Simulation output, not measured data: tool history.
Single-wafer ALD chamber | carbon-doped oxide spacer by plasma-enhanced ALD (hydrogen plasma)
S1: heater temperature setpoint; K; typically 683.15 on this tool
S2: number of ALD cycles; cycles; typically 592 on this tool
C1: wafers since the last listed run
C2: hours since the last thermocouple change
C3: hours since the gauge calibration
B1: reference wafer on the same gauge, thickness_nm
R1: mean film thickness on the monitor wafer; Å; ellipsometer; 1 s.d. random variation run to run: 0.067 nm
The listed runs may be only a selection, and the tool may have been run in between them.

run,hour,S1,S2,C1,C2,C3,B1,R1
1,0,683.15,545,0,1140,603,26.199,244.92
2,19.3,683.15,592,12,1159.3,622.3,26.205,265.78
3,55,683.15,592,22,1195,658,26.192,265.47
4,80.5,683.15,592,16,1220.5,683.5,26.198,266.46
5,108.6,683.15,592,17,1248.6,711.6,26.196,266.13
6,139.1,683.15,592,19,1279.1,742.1,26.202,266.44
7,167.4,683.15,592,18,1307.4,770.4,26.206,267.55
8,189.9,676.15,592,14,1329.9,792.9,26.217,272.33
9,210.2,676.15,592,12,1350.2,813.2,26.198,271.68
10,237,676.15,592,17,1377,840,26.215,272.82
11,252.6,695.15,592,9,1392.6,855.6,26.202,256.52
12,288.3,695.15,592,22,1428.3,891.3,26.199,257.69
13,322,695.15,592,21,1462,925,26.217,258.41
14,352.9,689.15,592,19,1492.9,955.9,26.204,261.63
15,367.2,689.15,592,9,1507.2,970.2,26.202,262.03
16,392.9,683.15,592,16,1532.9,995.9,26.209,265.79
17,406.2,683.15,592,8,1546.2,1009.2,26.198,265.26
18,420.4,683.15,684,9,1560.4,1023.4,26.204,308.41
19,443.7,683.15,684,14,1583.7,1046.7,26.199,308.92
20,472.3,683.15,684,18,1612.3,1075.3,26.195,307.37
21,496,678.15,592,15,1636,1099,26.208,269.71
22,531.7,692.15,643,22,1671.7,1134.7,26.201,281.86
23,554,683.15,592,14,1694,1157,26.194,265.61
24,579.4,678.15,512,16,1719.4,1182.4,26.188,233.68

Run 25, settings as shown, results not yet in. Your forecast:
25,614.7,683.15,592,22,1754.7,1217.7,?,?

{"run 25": {"B1": 26.205, "R1": 266.83}}
With the hidden condition absent and the run-to-run variation left alone, this run would have shown R1 270.4 Å.
